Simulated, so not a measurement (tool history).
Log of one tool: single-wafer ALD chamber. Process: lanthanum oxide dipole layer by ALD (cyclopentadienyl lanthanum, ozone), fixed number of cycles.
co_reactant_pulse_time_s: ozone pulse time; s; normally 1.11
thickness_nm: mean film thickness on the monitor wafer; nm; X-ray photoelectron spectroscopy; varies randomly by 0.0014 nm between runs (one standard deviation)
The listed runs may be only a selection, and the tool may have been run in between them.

run,hour,co_reactant_pulse_time_s,wafers since the last listed run,hours since the last thermocouple change,hours since the last ozone generator service,hours since the showerhead was replaced,hours since the gauge calibration,"read-back reference wafer on the same gauge, thickness_nm",thickness_nm
1,0,1.11,0,224.8,890.4,1196.7,45.9,0.462,0.479
2,280.6,1.11,6389,505.4,1171,1477.3,326.5,0.462,0.474
3,354.7,1.27,1687,579.5,1245.1,1551.4,400.6,0.462,0.492
4,462.4,1.27,2452,687.2,1352.8,1659.1,508.3,0.462,0.49
5,500.1,1.27,858,724.9,1390.5,1696.8,546,0.462,0.495
6,566.9,1.11,1521,791.7,1457.3,1763.6,612.8,0.462,0.469
7,667.6,1.11,2293,892.4,1558,1864.3,713.5,0.462,0.465
8,757.8,1.11,2053,982.6,1648.2,1954.5,803.7,0.462,0.467
9,845.2,1.11,1990,1070,1735.6,2041.9,891.1,0.462,0.462
# hour 879.5: thermocouple changed; heater temperature recalibrated
10,917.4,1.39,1461,37.9,1807.8,2114.1,963.3,0.462,0.497
# hour 926.5: ozone generator serviced
11,1019.9,1.39,2151,140.4,93.4,2216.6,1065.8,0.462,0.489
12,1056.8,1.39,840,177.3,130.3,2253.5,1102.7,0.462,0.488
13,1129.3,1.11,1650,249.8,202.8,2326,1175.2,0.462,0.45
14,1206.2,1.11,1751,326.7,279.7,2402.9,1252.1,0.462,0.449
15,1303.5,0.83,2215,424,377,2500.2,1349.4,0.462,0.381
16,1374,0.83,1605,494.5,447.5,2570.7,1419.9,0.462,0.38
# hour 1409.3: ozone generator serviced, repeated, since the last time left the tool worse
17,1474.4,1.11,2104,594.9,65.1,2671.1,1520.3,0.462,0.481
18,1515.4,0.87,933,635.9,106.1,2712.1,1561.3,0.462,0.437
19,1589.1,1.39,1678,709.6,179.8,2785.8,1635,0.462,0.512
# hour 1611.7: showerhead replaced
20,1674.5,0.93,1762,795,265.2,62.8,1720.4,0.462,0.449
21,1764.4,1.35,2047,884.9,355.1,152.7,1810.3,0.461,0.505
22,1857.1,1.53,2110,977.6,447.8,245.4,1903,0.462,0.519
# hour 1895.7: thermocouple changed; heater temperature recalibrated
23,1916.9,0.7,1179,21.2,507.6,305.2,1962.8,0.462,0.381
24,2005.8,1.11,2024,110.1,596.5,394.1,2051.7,0.462,0.48
# hour 2043.9: gauge calibrated
25,2110.7,1.11,2388,215,701.4,499,66.8,0.462,0.481
26,2162.2,0.91,1172,266.5,752.9,550.5,118.3,0.462,0.445
27,2200.7,1.34,876,305,791.4,589,156.8,0.462,0.506
28,2303.5,1.36,2340,407.8,894.2,691.8,259.6,0.461,0.504
29,2388.7,0.78,1940,493,979.4,777,344.8,0.462,0.401
30,2452.2,1.4,1445,556.5,1042.9,840.5,408.3,0.462,0.508
31,2543.3,1.11,2074,647.6,1134,931.6,499.4,0.462,0.474
32,2632.8,1.32,2038,737.1,1223.5,1021.1,588.9,0.462,0.499
33,2700,1.11,1530,804.3,1290.7,1088.3,656.1,0.462,0.474

State the hidden condition of the tool at each of the runs:
wafer temperature above the value expected at the setpoint (K): 0, the same for each run
gauge reads high (%): 0, the same for each run
H1: ozone dose above that of a generator just serviced (%)
run,H1
1,-3.54
2,-5.49
3,-6.09
4,-7.03
5,-7.37
6,-8.01
7,-9.03
8,-10
9,-11
10,-11.9
11,-17
12,-17
13,-17.1
14,-17.2
15,-17.4
16,-17.6
17,-0.263
18,-0.287
19,-0.358
20,-0.485
21,-0.673
22,-0.922
23,-1.11
24,-1.44
25,-1.9
26,-2.15
27,-2.35
28,-2.93
29,-3.47
30,-3.9
31,-4.57
32,-5.28
33,-5.84
